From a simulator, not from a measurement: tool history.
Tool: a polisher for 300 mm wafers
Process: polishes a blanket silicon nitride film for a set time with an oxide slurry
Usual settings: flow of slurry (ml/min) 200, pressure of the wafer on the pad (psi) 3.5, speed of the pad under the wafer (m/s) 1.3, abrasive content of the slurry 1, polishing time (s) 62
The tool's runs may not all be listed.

run	hour	flow of slurry (ml/min)	pressure of the wafer on the pad (psi)	speed of the pad under the wafer (m/s)	abrasive content of the slurry	polishing time (s)	wafers since the last listed run	wafers polished on this pad	hours since the slurry nozzle was cleaned	hours since the head pressure was calibrated	hours since the slurry blender was calibrated	hours since the conditioning disc was replaced	incoming thickness of the incoming film, nm	film removed (Å)
1	0	200	3.5	1.3	1	62	0	475	355.8	648.5	84.5	486.2	282.9	438
# hour 0.8: conditioning disc replaced and pad reconditioned
2	34.7	200	3.5	1.3	1	62	362	838	390.5	683.2	119.2	33.9	280.6	436
3	65.3	200	3.5	1.3	1	62	327	1165	421.1	713.8	149.8	64.5	281.5	439
4	123.8	200	3.5	1.3	1	62	625	1791	479.6	772.3	208.3	123	280.5	438
# hour 144.8: worn pad replaced by a new one
5	148	200	3.5	1.3	1	62	215	34	503.8	796.5	232.5	147.2	278.8	439
6	177.8	200	3.5	1.3	1	62	318	353	533.6	826.3	262.3	177	279.5	434
# hour 185.7: slurry blender recalibrated
7	229.2	200	3.5	1.1	1	74	528	881	585	877.7	43.5	228.4	284.8	455
8	260.1	200	3.5	1.1	1	74	330	1211	615.9	908.6	74.4	259.3	278.9	453
# hour 313.9: worn pad replaced by a new one
# hour 328.8: slurry nozzle cleaned
# hour 374.9: head pressure recalibrated
9	447.8	200	3.5	1.1	1	74	1932	1399	119	72.9	262.1	447	280	418
# hour 456.8: conditioning disc replaced and pad reconditioned
# hour 466.7: slurry blender recalibrated
# hour 468.3: worn pad replaced by a new one
# hour 495.7: slurry nozzle cleaned, repeated, since the last time left the tool worse
10	496.2	200	3.5	1.3	1	62	446	287	0.5	121.3	29.5	39.4	281.9	450

Run 11 comes next. What will it give?
11	540.3	200	4.4	1.7	0.75	48	471	759	44.6	165.4	73.6	83.5	277.2	?

{"run 11": {"film removed (Å)": 487}}
Without the tool's hidden state the same run would have given film removed (Å) 490.
